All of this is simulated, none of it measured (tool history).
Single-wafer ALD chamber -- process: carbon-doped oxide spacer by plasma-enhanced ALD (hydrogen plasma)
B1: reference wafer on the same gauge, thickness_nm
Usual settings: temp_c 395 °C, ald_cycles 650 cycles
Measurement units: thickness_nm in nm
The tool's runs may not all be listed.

Run 1, day 0.000: usual settings; B1 38.451. Result: thickness_nm 32.315 nm.
At day 0.383: gauge calibrated.
Run 2, day 0.450: usual settings; B1 37.787. Result: thickness_nm 31.733 nm.
Run 3, day 0.950: usual settings; B1 37.820. Result: thickness_nm 31.759 nm.
Run 4, day 1.521: usual settings; B1 37.885. Result: thickness_nm 31.775 nm.
Run 5, day 1.867: usual settings; B1 37.869. Result: thickness_nm 31.804 nm.
Run 6, day 2.467: usual settings; B1 37.969. Result: thickness_nm 31.758 nm.
Run 7, day 2.967: usual settings but temp_c 385 °C, ald_cycles 705 cycles; B1 38.012. Result: thickness_nm 34.626 nm.
Run 8, day 3.429: usual settings but temp_c 385 °C, ald_cycles 705 cycles; B1 38.014. Result: thickness_nm 34.625 nm.
Run 9, day 3.688: usual settings; B1 38.050. Result: thickness_nm 31.949 nm.
Run 10, day 4.254: usual settings but temp_c 388 °C; B1 38.071. Result: thickness_nm 31.787 nm.
Run 11, day 4.733: usual settings but temp_c 388 °C; B1 38.084. Result: thickness_nm 31.951 nm.
Run 12, day 5.129: usual settings but temp_c 388 °C; B1 38.121. Result: thickness_nm 31.949 nm.
Run 13, day 5.833: usual settings but ald_cycles 685 cycles; B1 38.161. Result: thickness_nm 33.765 nm.
Run 14, day 6.521: usual settings but ald_cycles 685 cycles; B1 38.155. Result: thickness_nm 33.650 nm.
Run 15, day 7.046: usual settings but ald_cycles 685 cycles; B1 38.184. Result: thickness_nm 33.615 nm.
At day 7.642: thermocouple changed; heater temperature recalibrated.
Run 16, day 7.662: usual settings; B1 38.226. Result: thickness_nm 32.083 nm.
Run 17, day 7.838: usual settings but temp_c 392 °C; B1 38.222. Result: thickness_nm 31.953 nm.
Run 18, day 8.129: usual settings but temp_c 382 °C, ald_cycles 748 cycles; B1 38.230. Result: thickness_nm 36.720 nm.
Run 19, day 8.708: usual settings but temp_c 389 °C, ald_cycles 536 cycles; B1 38.214. Result: thickness_nm 26.425 nm.
Run 20, day 10.692: usual settings but temp_c 384 °C, ald_cycles 744 cycles; B1 38.273. Result: thickness_nm 36.678 nm.
Run 21, day 10.988: usual settings; B1 38.251. Result: thickness_nm 32.106 nm.
Run 22, day 11.725: usual settings; B1 38.289. Result: thickness_nm 31.912 nm.
Run 23, day 13.467: usual settings; B1 38.321. Result: thickness_nm 32.053 nm.
Run 24, day 13.862: usual settings; B1 38.339. Result: thickness_nm 32.101 nm.
Run 25, day 14.550: usual settings but ald_cycles 716 cycles; B1 38.348. Result: thickness_nm 35.370 nm.
At day 14.725: gauge calibrated.
Run 26, day 15.129: usual settings but ald_cycles 578 cycles; B1 37.855. Result: thickness_nm 28.194 nm.
Run 27, day 15.858: usual settings but temp_c 380 °C, ald_cycles 542 cycles; B1 37.910. Result: thickness_nm 26.433 nm.
Run 28, day 16.192: usual settings but temp_c 407 °C, ald_cycles 687 cycles; B1 37.935. Result: thickness_nm 32.939 nm.
Run 29, day 17.604: usual settings but ald_cycles 741 cycles; B1 38.049. Result: thickness_nm 36.497 nm.
Run 30, day 18.229: usual settings but temp_c 404 °C; B1 38.121. Result: thickness_nm 31.581 nm.
Run 31, day 18.738: usual settings; B1 38.136. Result: thickness_nm 31.854 nm.
Run 32, day 19.417: usual settings; B1 38.131. Result: thickness_nm 31.878 nm.
Run 33, day 20.171: usual settings; B1 38.195. Result: thickness_nm 31.917 nm.
Run 34, day 20.729: usual settings but temp_c 388 °C, ald_cycles 695 cycles; B1 38.228. Result: thickness_nm 34.278 nm.

Measured less the same run without the tool's hidden state. The same run-to-run variation is in both; the gauge's scatter may not be:
Hidden state at play: wafer temperature above the value expected at the setpoint (K); gauge reads high (%).
run  thickness_nm
  1        +0.528
  2        -0.036
  3        +0.009
  4        +0.056
  5        +0.083
  6        +0.124
  7        +0.170
  8        +0.199
  9        +0.197
 10        +0.224
 11        +0.247
 12        +0.264
 13        +0.308
 14        +0.330
 15        +0.347
 16        +0.348
 17        +0.351
 18        +0.411
 19        +0.307
 20        +0.467
 21        +0.412
 22        +0.420
 23        +0.440
 24        +0.444
 25        +0.495
 26        +0.025
 27        +0.074
 28        +0.118
 29        +0.237
 30        +0.237
 31        +0.264
 32        +0.294
 33        +0.323
 34        +0.367

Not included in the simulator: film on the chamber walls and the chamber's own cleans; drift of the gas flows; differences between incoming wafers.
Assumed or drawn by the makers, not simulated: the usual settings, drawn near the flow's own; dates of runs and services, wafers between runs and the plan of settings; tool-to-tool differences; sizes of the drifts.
